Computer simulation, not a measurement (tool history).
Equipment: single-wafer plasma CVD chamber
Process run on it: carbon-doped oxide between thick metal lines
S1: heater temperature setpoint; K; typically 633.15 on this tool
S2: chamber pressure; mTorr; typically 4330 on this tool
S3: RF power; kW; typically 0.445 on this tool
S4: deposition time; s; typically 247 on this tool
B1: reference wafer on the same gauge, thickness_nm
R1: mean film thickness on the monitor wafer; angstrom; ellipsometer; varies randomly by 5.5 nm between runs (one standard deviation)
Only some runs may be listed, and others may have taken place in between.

run,hour,S1,S2,S3,S4,B1,R1
1,0,633.15,4330,0.445,247,970.656,11023.53
2,63.5,633.15,4330,0.445,247,970.571,11088.48
# hour 146.1: capacitance manometer re-zeroed and calibrated
3,277.5,633.15,4330,0.445,247,970.866,11032.41
# hour 372.3: gauge calibrated
4,382,633.15,4330,0.445,247,969.592,10957.81
5,448.4,625.15,4330,0.445,247,971.213,11210.88
6,524.2,625.15,4330,0.445,247,969.83,11103.33
7,627.9,633.15,4330,0.445,247,970.294,10884.49
8,694.2,633.15,4330,0.445,247,969.69,10787.39
9,798.5,629.15,3590,0.38,247,969.745,9730.92
# hour 834.4: showerhead replaced, of another model than before
10,835.5,623.15,3690,0.385,200,969.357,7568.74
11,887.7,625.15,3570,0.445,203,970.732,8800.85
12,936.4,625.15,4330,0.445,247,970.576,10846.92
13,1030,621.15,5180,0.52,232,969.361,12146.71
14,1114.8,643.15,4330,0.395,273,968.772,10054.13
15,1152.1,633.15,4330,0.445,247,970.126,10633.94
# hour 1201.4: thermocouple changed; heater temperature recalibrated
16,1219.8,629.15,4330,0.485,295,969.267,13813.05
17,1290.5,633.15,4330,0.445,282,970.168,12098.98
18,1358.5,627.15,3440,0.4,204,971.12,7845.34
# hour 1383.3: RF generator calibrated
19,1450.3,621.15,3950,0.445,284,969.512,13319.91
# hour 1506.3: capacitance manometer re-zeroed and calibrated
20,1529,624.15,4330,0.445,229,969.853,10560.49
21,1615.4,633.15,4330,0.48,275,969.262,13363.84
22,1708.6,633.15,4330,0.445,247,970.276,11005.28
23,1807.4,633.15,4330,0.445,247,970.952,10904.2
24,1900.1,633.15,4330,0.445,247,970.942,10978.91
25,2005.2,633.15,4330,0.445,265,970.61,11729.66
26,2088.4,637.15,4330,0.47,294,969.151,13434.96

For run 27, what comes out?
27,2177.7,637.15,4950,0.445,247,?,?

Run 27 came out at B1 969.665, R1 10858.45 angstrom.
Without the tool's hidden state the same run would have given R1 11386.64 angstrom.
